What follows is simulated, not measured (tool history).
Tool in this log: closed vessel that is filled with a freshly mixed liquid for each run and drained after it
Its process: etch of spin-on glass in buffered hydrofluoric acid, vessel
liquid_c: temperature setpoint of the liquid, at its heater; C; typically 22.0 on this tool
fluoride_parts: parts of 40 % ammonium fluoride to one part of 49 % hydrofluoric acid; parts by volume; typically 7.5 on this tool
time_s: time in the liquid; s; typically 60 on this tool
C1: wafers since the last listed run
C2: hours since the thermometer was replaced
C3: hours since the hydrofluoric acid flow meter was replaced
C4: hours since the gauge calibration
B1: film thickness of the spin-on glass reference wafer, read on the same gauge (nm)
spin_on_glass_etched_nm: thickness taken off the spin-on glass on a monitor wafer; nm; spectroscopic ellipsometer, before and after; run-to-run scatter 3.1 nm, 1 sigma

{"run": 1, "day": 0.0, "liquid_c": 22.0, "fluoride_parts": 7.5, "time_s": 75, "C1": 0, "C2": 2313.7, "C3": 835.9, "C4": 96.9, "B1": 50.0, "spin_on_glass_etched_nm": 555.99}
{"run": 2, "day": 2.817, "liquid_c": 22.0, "fluoride_parts": 7.5, "time_s": 75, "C1": 5872, "C2": 2381.3, "C3": 903.5, "C4": 164.5, "B1": 49.99, "spin_on_glass_etched_nm": 558.07}
{"run": 3, "day": 5.75, "liquid_c": 22.0, "fluoride_parts": 7.5, "time_s": 75, "C1": 6115, "C2": 2451.7, "C3": 973.9, "C4": 234.9, "B1": 49.99, "spin_on_glass_etched_nm": 564.36}
{"run": 4, "day": 7.883, "liquid_c": 22.0, "fluoride_parts": 7.5, "time_s": 60, "C1": 4447, "C2": 2502.9, "C3": 1025.1, "C4": 286.1, "B1": 49.99, "spin_on_glass_etched_nm": 450.37}
{"run": 5, "day": 12.196, "liquid_c": 22.0, "fluoride_parts": 7.5, "time_s": 60, "C1": 8990, "C2": 2606.4, "C3": 1128.6, "C4": 389.6, "B1": 49.99, "spin_on_glass_etched_nm": 452.43}
{"run": 6, "day": 14.096, "liquid_c": 22.0, "fluoride_parts": 7.5, "time_s": 60, "C1": 3961, "C2": 2652.0, "C3": 1174.2, "C4": 435.2, "B1": 50.01, "spin_on_glass_etched_nm": 460.58}
{"day": 15.892, "done": "thermometer replaced"}
{"day": 20.033, "done": "hydrofluoric acid flow meter replaced"}
{"run": 7, "day": 21.175, "liquid_c": 22.0, "fluoride_parts": 7.5, "time_s": 60, "C1": 14584, "C2": 126.8, "C3": 27.4, "C4": 605.1, "B1": 50.02, "spin_on_glass_etched_nm": 406.53}
{"day": 22.246, "done": "gauge calibrated"}
{"run": 8, "day": 23.971, "liquid_c": 17.0, "fluoride_parts": 6.0, "time_s": 40, "C1": 5828, "C2": 193.9, "C3": 94.5, "C4": 41.4, "B1": 49.99, "spin_on_glass_etched_nm": 256.91}
{"run": 9, "day": 26.5, "liquid_c": 22.0, "fluoride_parts": 7.5, "time_s": 60, "C1": 5272, "C2": 254.6, "C3": 155.2, "C4": 102.1, "B1": 50.02, "spin_on_glass_etched_nm": 411.78}
{"run": 10, "day": 29.108, "liquid_c": 20.5, "fluoride_parts": 7.5, "time_s": 60, "C1": 5437, "C2": 317.2, "C3": 217.8, "C4": 164.7, "B1": 49.98, "spin_on_glass_etched_nm": 381.26}
{"run": 11, "day": 31.162, "liquid_c": 22.0, "fluoride_parts": 7.5, "time_s": 60, "C1": 4282, "C2": 366.5, "C3": 267.1, "C4": 214.0, "B1": 49.98, "spin_on_glass_etched_nm": 411.24}
{"run": 12, "day": 32.633, "liquid_c": 22.0, "fluoride_parts": 9.0, "time_s": 60, "C1": 3066, "C2": 401.8, "C3": 302.4, "C4": 249.3, "B1": 50.0, "spin_on_glass_etched_nm": 340.86}
{"run": 13, "day": 34.571, "liquid_c": 24.5, "fluoride_parts": 6.0, "time_s": 40, "C1": 4039, "C2": 448.3, "C3": 348.9, "C4": 295.8, "B1": 50.01, "spin_on_glass_etched_nm": 387.82}
{"run": 14, "day": 37.092, "liquid_c": 20.0, "fluoride_parts": 9.5, "time_s": 80, "C1": 5255, "C2": 508.8, "C3": 409.4, "C4": 356.3, "B1": 50.0, "spin_on_glass_etched_nm": 395.09}

Predict each of these 4 candidate next runs independently; none follows another, all start after run 14:
{"run": "A", "day": 37.121, "liquid_c": 22.0, "fluoride_parts": 7.5, "time_s": 60, "C1": 60, "C2": 509.5, "C3": 410.1, "C4": 357.0, "B1": "?", "spin_on_glass_etched_nm": "?"}
{"run": "B", "day": 37.121, "liquid_c": 25.5, "fluoride_parts": 8.5, "time_s": 60, "C1": 60, "C2": 509.5, "C3": 410.1, "C4": 357.0, "B1": "?", "spin_on_glass_etched_nm": "?"}
{"run": "C", "day": 37.121, "liquid_c": 19.5, "fluoride_parts": 7.5, "time_s": 90, "C1": 60, "C2": 509.5, "C3": 410.1, "C4": 357.0, "B1": "?", "spin_on_glass_etched_nm": "?"}
{"run": "D", "day": 37.121, "liquid_c": 19.0, "fluoride_parts": 5.0, "time_s": 30, "C1": 60, "C2": 509.5, "C3": 410.1, "C4": 357.0, "B1": "?", "spin_on_glass_etched_nm": "?"}

run=A B1=50.01 spin_on_glass_etched_nm=421.56
run=B B1=50.01 spin_on_glass_etched_nm=445.12
run=C B1=50.01 spin_on_glass_etched_nm=550.67
run=D B1=50.01 spin_on_glass_etched_nm=256.53
With the hidden condition removed and each run's random variation left untouched, the same runs would have given:
run=A spin_on_glass_etched_nm=401.20
run=B spin_on_glass_etched_nm=424.09
run=C spin_on_glass_etched_nm=523.63
run=D spin_on_glass_etched_nm=243.92
